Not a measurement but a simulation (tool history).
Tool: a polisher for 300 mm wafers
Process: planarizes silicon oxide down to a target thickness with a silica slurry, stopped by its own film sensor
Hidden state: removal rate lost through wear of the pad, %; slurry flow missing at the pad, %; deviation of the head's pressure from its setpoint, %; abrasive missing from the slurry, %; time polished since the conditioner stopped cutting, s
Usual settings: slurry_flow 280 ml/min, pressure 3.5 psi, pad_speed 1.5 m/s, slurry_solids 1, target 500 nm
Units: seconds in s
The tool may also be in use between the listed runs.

run   hour  slurry_flow  pressure  pad_speed  slurry_solids  target  wafers since the last listed run  wafers polished on this pad  hours since the slurry nozzle was cleaned  hours since the head pressure was calibrated  hours since the slurry blender was calibrated  hours since the conditioning disc was replaced  incoming thickness of the incoming film, nm  seconds
  1      0          280       3.5        1.5              1     500                                 0                          179                                      650.4                                         174.7                                             92                                              35                                        928.8      110
  2   11.8          330       3.5        1.5              1     500                                67                          247                                      662.2                                         186.5                                          103.8                                            46.8                                        918.1    108.9
  3   23.5          280       3.5        1.5              1     500                                67                          314                                      673.9                                         198.2                                          115.5                                            58.5                                        921.6    110.7
  4   41.2          280       3.5        1.5              1     500                               101                          416                                      691.6                                         215.9                                          133.2                                            76.2                                        926.5    114.1
  5   48.2          280       3.5        1.5              1     500                                40                          456                                      698.6                                         222.9                                          140.2                                            83.2                                        934.1    115.2
  6   54.2          280       3.5       1.12              1     500                                34                          490                                      704.6                                         228.9                                          146.2                                            89.2                                        921.5    140.6
  7   85.6          280       3.5       1.12              1     500                               180                          670                                        736                                         260.3                                          177.6                                           120.6                                        931.6    147.3
  8   95.6          280       3.5       1.12              1     500                                57                          727                                        746                                         270.3                                          187.6                                           130.6                                        941.2    146.3
  9  105.5          280       3.8        1.5              1     500                                56                          784                                      755.9                                         280.2                                          197.5                                           140.5                                        943.4    111.1
 10    121          280       3.8        1.5              1     500                                88                          873                                      771.4                                         295.7                                            213                                             156                                        928.8    110.6
     129.7  -- slurry nozzle cleaned
 11  138.2          280       3.8        1.5              1     500                                92                          966                                        8.5                                         312.9                                          230.2                                           173.2                                          947    116.1
     156.4  -- worn pad replaced by a new one
 12  156.9          280       2.9        1.1            1.1     417                                84                            3                                       27.2                                         331.6                                          248.9                                           191.9                                        919.7    174.7
 13    160          280       3.5        1.5              1     500                                17                           20                                       30.3                                         334.7                                            252                                             195                                        938.3    110.5
 14  175.4          280       3.9        1.5              1     605                                88                          109                                       45.7                                         350.1                                          267.4                                           210.4                                        936.4     77.3
 15  184.3          205       3.5        1.5            1.2     500                                51                          160                                       54.6                                           359                                          276.3                                           219.3                                        932.5    107.4
     196.7  -- head pressure recalibrated
     202.3  -- conditioning disc replaced and pad reconditioned
 16  202.8          280       3.5        1.5           1.15     566                                83                          243                                       73.1                                           6.1                                          294.8                                             0.5                                        931.5     90.9
 17  208.7          280       3.5        1.5              1     500                                33                          277                                         79                                            12                                          300.7                                             6.4                                        937.4    114.6
 18  216.3          235       3.5       1.34            1.1     370                                43                          320                                       86.6                                          19.6                                          308.3                                              14                                        921.8    152.9
     221.2  -- slurry blender recalibrated
 19    226          280       3.5        1.5              1     500                                44                          364                                       96.3                                          29.3                                            4.8                                            23.7                                        929.4    113.2
 20    235          280       3.5       1.74            1.1     373                                51                          416                                      105.3                                          38.3                                           13.8                                            32.7                                        925.8    125.1
 21  250.8          280       3.5       1.88            1.3     544                                90                          506                                      121.1                                          54.1                                           29.6                                            48.5                                        918.6     75.2
 22  267.5          255         4       1.86              1     500                                95                          602                                      137.8                                          70.8                                           46.3                                            65.2                                        919.8     85.8
 23  284.8          280       3.5       1.72           0.75     500                                99                          701                                      155.1                                          88.1                                           63.6                                            82.5                                        940.9    119.9

Forecast each of these 3 alternatives for the next run:
  A  285.3          280       3.5        1.5              1     594                                 2                          704                                      155.6                                          88.6                                           64.1                                              83                                        929.7        ?
  B  285.3          280       3.5        1.5           1.25     500                                 2                          704                                      155.6                                          88.6                                           64.1                                              83                                        929.7        ?
  C  285.3          280       4.7       1.94              1     500                                 2                          704                                      155.6                                          88.6                                           64.1                                              83                                        929.7        ?

run  seconds
  A     88.5
  B      104
  C     75.9
Without the tool's hidden state the same runs would have given:
run  seconds
  A     82.1
  B     96.4
  C     70.4

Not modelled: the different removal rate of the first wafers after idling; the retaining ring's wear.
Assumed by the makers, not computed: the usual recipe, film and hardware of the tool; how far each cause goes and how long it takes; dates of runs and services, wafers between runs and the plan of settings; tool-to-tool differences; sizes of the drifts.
